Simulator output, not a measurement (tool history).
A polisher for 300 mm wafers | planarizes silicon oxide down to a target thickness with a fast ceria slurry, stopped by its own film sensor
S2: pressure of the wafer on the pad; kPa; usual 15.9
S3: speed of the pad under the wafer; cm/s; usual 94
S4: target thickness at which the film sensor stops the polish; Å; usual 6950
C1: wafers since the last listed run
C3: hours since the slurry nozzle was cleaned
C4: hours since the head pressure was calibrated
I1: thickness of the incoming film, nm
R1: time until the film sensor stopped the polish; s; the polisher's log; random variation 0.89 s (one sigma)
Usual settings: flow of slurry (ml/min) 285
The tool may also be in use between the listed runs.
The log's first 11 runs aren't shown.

{"run": 12, "hour": 319.2, "flow of slurry (ml/min)": 285, "S2": 15.9, "S3": 94, "S4": 6950, "C1": 244, "wafers polished on this pad": 362, "C3": 647.3, "C4": 738.5, "I1": 1677.7, "R1": 76.3}
{"run": 13, "hour": 352.0, "flow of slurry (ml/min)": 285, "S2": 15.9, "S3": 94, "S4": 6950, "C1": 241, "wafers polished on this pad": 603, "C3": 680.1, "C4": 771.3, "I1": 1675.4, "R1": 76.8}
{"run": 14, "hour": 375.9, "flow of slurry (ml/min)": 285, "S2": 15.9, "S3": 94, "S4": 6950, "C1": 175, "wafers polished on this pad": 779, "C3": 704, "C4": 795.2, "I1": 1689.8, "R1": 78.4}
{"run": 15, "hour": 409.3, "flow of slurry (ml/min)": 285, "S2": 15.9, "S3": 94, "S4": 6950, "C1": 245, "wafers polished on this pad": 1024, "C3": 737.4, "C4": 828.6, "I1": 1673.7, "R1": 76.1}
{"run": 16, "hour": 422.3, "flow of slurry (ml/min)": 285, "S2": 15.9, "S3": 94, "S4": 6950, "C1": 95, "wafers polished on this pad": 1120, "C3": 750.4, "C4": 841.6, "I1": 1713.7, "R1": 80.2}
{"run": 17, "hour": 440.9, "flow of slurry (ml/min)": 380, "S2": 15.9, "S3": 94, "S4": 6950, "C1": 136, "wafers polished on this pad": 1257, "C3": 769, "C4": 860.2, "I1": 1677.9, "R1": 74.9}
{"hour": 460.1, "done": "worn pad replaced by a new one"}
{"run": 18, "hour": 461.5, "flow of slurry (ml/min)": 285, "S2": 15.9, "S3": 94, "S4": 9320, "C1": 122, "wafers polished on this pad": 10, "C3": 789.6, "C4": 880.8, "I1": 1693.1, "R1": 60.4}
{"hour": 464.7, "done": "slurry nozzle cleaned"}
{"run": 19, "hour": 482.5, "flow of slurry (ml/min)": 285, "S2": 13.8, "S3": 82, "S4": 3830, "C1": 147, "wafers polished on this pad": 157, "C3": 17.8, "C4": 901.8, "I1": 1710.6, "R1": 131}
{"run": 20, "hour": 512.8, "flow of slurry (ml/min)": 285, "S2": 15.9, "S3": 94, "S4": 6950, "C1": 222, "wafers polished on this pad": 380, "C3": 48.1, "C4": 932.1, "I1": 1691.6, "R1": 73.6}
{"run": 21, "hour": 541.0, "flow of slurry (ml/min)": 285, "S2": 15.9, "S3": 118, "S4": 4890, "C1": 207, "wafers polished on this pad": 587, "C3": 76.3, "C4": 960.3, "I1": 1697.8, "R1": 71.7}
{"run": 22, "hour": 558.5, "flow of slurry (ml/min)": 285, "S2": 13.1, "S3": 94, "S4": 5460, "C1": 128, "wafers polished on this pad": 716, "C3": 93.8, "C4": 977.8, "I1": 1719.3, "R1": 107.6}
{"run": 23, "hour": 624.0, "flow of slurry (ml/min)": 195, "S2": 18.6, "S3": 62, "S4": 4390, "C1": 481, "wafers polished on this pad": 1197, "C3": 159.3, "C4": 1043.3, "I1": 1705.7, "R1": 132.4}
{"hour": 643.3, "done": "worn pad replaced by a new one"}
{"run": 24, "hour": 656.1, "flow of slurry (ml/min)": 285, "S2": 17.9, "S3": 116, "S4": 3990, "C1": 206, "wafers polished on this pad": 94, "C3": 191.4, "C4": 1075.4, "I1": 1715, "R1": 70.6}
{"hour": 661.5, "done": "head pressure recalibrated"}
{"run": 25, "hour": 679.6, "flow of slurry (ml/min)": 285, "S2": 15.9, "S3": 94, "S4": 6950, "C1": 158, "wafers polished on this pad": 252, "C3": 214.9, "C4": 18.1, "I1": 1714.5, "R1": 78.3}
{"run": 26, "hour": 700.4, "flow of slurry (ml/min)": 285, "S2": 13.1, "S3": 124, "S4": 6950, "C1": 152, "wafers polished on this pad": 405, "C3": 235.7, "C4": 38.9, "I1": 1706.5, "R1": 70.4}
{"run": 27, "hour": 724.5, "flow of slurry (ml/min)": 285, "S2": 18.6, "S3": 70, "S4": 8920, "C1": 177, "wafers polished on this pad": 582, "C3": 259.8, "C4": 63, "I1": 1706.7, "R1": 73.2}
{"run": 28, "hour": 737.0, "flow of slurry (ml/min)": 200, "S2": 11.7, "S3": 102, "S4": 8540, "C1": 91, "wafers polished on this pad": 674, "C3": 272.3, "C4": 75.5, "I1": 1687, "R1": 83.1}
{"run": 29, "hour": 752.9, "flow of slurry (ml/min)": 285, "S2": 17.9, "S3": 94, "S4": 8430, "C1": 116, "wafers polished on this pad": 791, "C3": 288.2, "C4": 91.4, "I1": 1691, "R1": 58.5}
{"run": 30, "hour": 774.7, "flow of slurry (ml/min)": 350, "S2": 11.7, "S3": 118, "S4": 7870, "C1": 160, "wafers polished on this pad": 951, "C3": 310, "C4": 113.2, "I1": 1694.9, "R1": 73.5}
{"run": 31, "hour": 809.8, "flow of slurry (ml/min)": 285, "S2": 21.4, "S3": 94, "S4": 5960, "C1": 258, "wafers polished on this pad": 1209, "C3": 345.1, "C4": 148.3, "I1": 1718.2, "R1": 64.5}
{"hour": 818.8, "done": "worn pad replaced by a new one"}
{"run": 32, "hour": 845.3, "flow of slurry (ml/min)": 365, "S2": 13.1, "S3": 84, "S4": 4600, "C1": 231, "wafers polished on this pad": 194, "C3": 380.6, "C4": 183.8, "I1": 1705.5, "R1": 126.2}

5 ways to go on from here, each from the tool as it stands after run 32. What would each give?
{"run": "A", "hour": 845.8, "flow of slurry (ml/min)": 285, "S2": 15.9, "S3": 94, "S4": 6950, "C1": 3, "wafers polished on this pad": 198, "C3": 381.1, "C4": 184.3, "I1": 1711.2, "R1": "?"}
{"run": "B", "hour": 845.8, "flow of slurry (ml/min)": 285, "S2": 11.7, "S3": 68, "S4": 6950, "C1": 3, "wafers polished on this pad": 198, "C3": 381.1, "C4": 184.3, "I1": 1711.2, "R1": "?"}
{"run": "C", "hour": 845.8, "flow of slurry (ml/min)": 315, "S2": 12.4, "S3": 94, "S4": 6950, "C1": 3, "wafers polished on this pad": 198, "C3": 381.1, "C4": 184.3, "I1": 1711.2, "R1": "?"}
{"run": "D", "hour": 845.8, "flow of slurry (ml/min)": 285, "S2": 15.9, "S3": 94, "S4": 8470, "C1": 3, "wafers polished on this pad": 198, "C3": 381.1, "C4": 184.3, "I1": 1711.2, "R1": "?"}
{"run": "E", "hour": 845.8, "flow of slurry (ml/min)": 285, "S2": 15.9, "S3": 94, "S4": 5070, "C1": 3, "wafers polished on this pad": 198, "C3": 381.1, "C4": 184.3, "I1": 1711.2, "R1": "?"}

run=A R1=78.2
run=B R1=146.3
run=C R1=98.6
run=D R1=66.5
run=E R1=92.7
Without the tool's hidden state the same runs would have given:
run=A R1=74.1
run=B R1=138.6
run=C R1=93.9
run=D R1=63
run=E R1=87.8

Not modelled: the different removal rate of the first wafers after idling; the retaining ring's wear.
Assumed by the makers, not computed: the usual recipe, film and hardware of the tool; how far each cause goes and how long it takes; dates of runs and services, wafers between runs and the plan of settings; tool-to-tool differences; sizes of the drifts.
